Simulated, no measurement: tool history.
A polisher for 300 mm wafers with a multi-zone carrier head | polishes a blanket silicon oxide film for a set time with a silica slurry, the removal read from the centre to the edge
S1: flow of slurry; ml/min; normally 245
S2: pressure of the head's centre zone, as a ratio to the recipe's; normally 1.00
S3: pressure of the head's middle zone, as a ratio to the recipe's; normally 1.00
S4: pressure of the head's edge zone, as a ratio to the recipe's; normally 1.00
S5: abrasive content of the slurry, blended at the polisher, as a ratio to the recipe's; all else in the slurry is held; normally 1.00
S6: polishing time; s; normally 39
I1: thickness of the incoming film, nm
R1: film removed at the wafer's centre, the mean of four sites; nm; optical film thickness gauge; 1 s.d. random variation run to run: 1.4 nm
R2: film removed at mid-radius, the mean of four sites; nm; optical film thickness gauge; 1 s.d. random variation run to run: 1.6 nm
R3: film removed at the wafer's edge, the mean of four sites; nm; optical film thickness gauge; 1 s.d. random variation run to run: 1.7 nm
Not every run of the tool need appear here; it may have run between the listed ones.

| run | hour | S1 | S2 | S3 | S4 | S5 | S6 | I1 | R1 | R2 | R3 |
|---|---|---|---|---|---|---|---|---|---|---|---|
| 1 | 0.0 | 245 | 1.00 | 1.00 | 1.00 | 1.00 | 39 | 890.2 | 141.9 | 118.7 | 119.3 |
| 2 | 28.6 | 245 | 1.00 | 1.00 | 1.10 | 1.00 | 39 | 894.3 | 141.0 | 121.1 | 120.5 |
| 3 | 35.5 | 295 | 1.07 | 1.00 | 0.96 | 1.00 | 25 | 890.2 | 99.4 | 77.5 | 77.5 |
|  | 38.9 | slurry nozzle cleaned |
| 4 | 52.0 | 245 | 1.00 | 1.00 | 1.00 | 1.00 | 39 | 882.2 | 141.4 | 119.4 | 118.8 |
|  | 64.4 | centre zone pressure recalibrated |
| 5 | 67.1 | 245 | 1.10 | 0.93 | 1.00 | 0.75 | 33 | 886.5 | 96.0 | 78.6 | 83.7 |
| 6 | 76.7 | 245 | 1.12 | 0.95 | 1.03 | 1.00 | 39 | 898.7 | 142.7 | 115.0 | 122.8 |
| 7 | 86.9 | 245 | 1.00 | 1.00 | 1.00 | 1.00 | 39 | 890.0 | 125.2 | 117.6 | 119.9 |
| 8 | 95.9 | 245 | 1.00 | 1.00 | 1.00 | 1.00 | 39 | 889.7 | 125.7 | 117.9 | 119.1 |
| 9 | 105.8 | 245 | 1.00 | 1.00 | 1.00 | 1.00 | 39 | 895.2 | 127.8 | 120.4 | 119.4 |
|  | 113.0 | worn pad replaced by a new one |
| 10 | 121.9 | 245 | 1.00 | 1.00 | 1.00 | 0.90 | 26 | 903.5 | 78.7 | 76.5 | 75.2 |
| 11 | 136.0 | 245 | 1.00 | 1.00 | 1.00 | 1.00 | 39 | 889.8 | 129.0 | 116.5 | 118.7 |
| 12 | 146.2 | 245 | 1.00 | 1.00 | 1.00 | 1.00 | 39 | 890.2 | 129.0 | 119.7 | 119.6 |
| 13 | 153.1 | 195 | 1.00 | 1.00 | 0.92 | 1.00 | 52 | 886.7 | 164.7 | 155.9 | 152.4 |
| 14 | 182.6 | 245 | 1.00 | 1.00 | 1.00 | 0.70 | 51 | 895.4 | 131.2 | 120.0 | 121.3 |
| 15 | 206.2 | 245 | 1.12 | 0.92 | 1.07 | 1.00 | 51 | 895.8 | 192.0 | 145.7 | 162.4 |
| 16 | 214.9 | 175 | 1.00 | 0.91 | 1.00 | 1.00 | 39 | 905.3 | 122.7 | 105.6 | 113.0 |
| 17 | 228.8 | 185 | 1.00 | 0.90 | 1.00 | 1.00 | 39 | 887.8 | 125.9 | 105.5 | 118.4 |
| 18 | 240.7 | 245 | 1.00 | 1.00 | 1.00 | 1.00 | 39 | 900.6 | 132.6 | 115.9 | 115.1 |
|  | 249.3 | worn pad replaced by a new one |
| 19 | 251.0 | 245 | 1.00 | 1.00 | 1.00 | 1.10 | 34 | 898.3 | 120.1 | 111.6 | 111.0 |
| 20 | 267.8 | 245 | 0.93 | 1.09 | 1.00 | 1.10 | 30 | 901.6 | 100.4 | 102.1 | 95.0 |
| 21 | 274.8 | 280 | 1.00 | 1.00 | 1.00 | 1.00 | 39 | 888.5 | 134.3 | 119.9 | 120.5 |
| 22 | 283.9 | 245 | 1.00 | 1.00 | 1.00 | 1.00 | 39 | 889.9 | 131.6 | 120.5 | 118.7 |
| 23 | 290.7 | 245 | 1.00 | 0.88 | 1.00 | 1.00 | 39 | 880.1 | 131.8 | 107.1 | 117.9 |

Consider 3 possible next runs. They are alternatives, not a sequence: every one starts from the tool as it was left by run 23. What does each give?
| A | 291.1 | 245 | 1.00 | 1.00 | 1.00 | 1.10 | 39 | 876.4 | ? | ? | ? |
| B | 291.1 | 245 | 1.00 | 1.00 | 0.93 | 1.10 | 39 | 876.4 | ? | ? | ? |
| C | 291.1 | 245 | 1.00 | 1.00 | 1.00 | 1.00 | 31 | 876.4 | ? | ? | ? |

| run | R1 | R2 | R3 |
|---|---|---|---|
| A | 135.7 | 128.0 | 125.6 |
| B | 135.7 | 128.0 | 122.4 |
| C | 102.3 | 96.5 | 94.7 |
Without the tool's hidden state the same runs would have given:
| run | R1 | R2 | R3 |
|---|---|---|---|
| A | 126.1 | 128.1 | 125.6 |
| B | 126.1 | 128.1 | 122.4 |
| C | 95.1 | 96.6 | 94.7 |
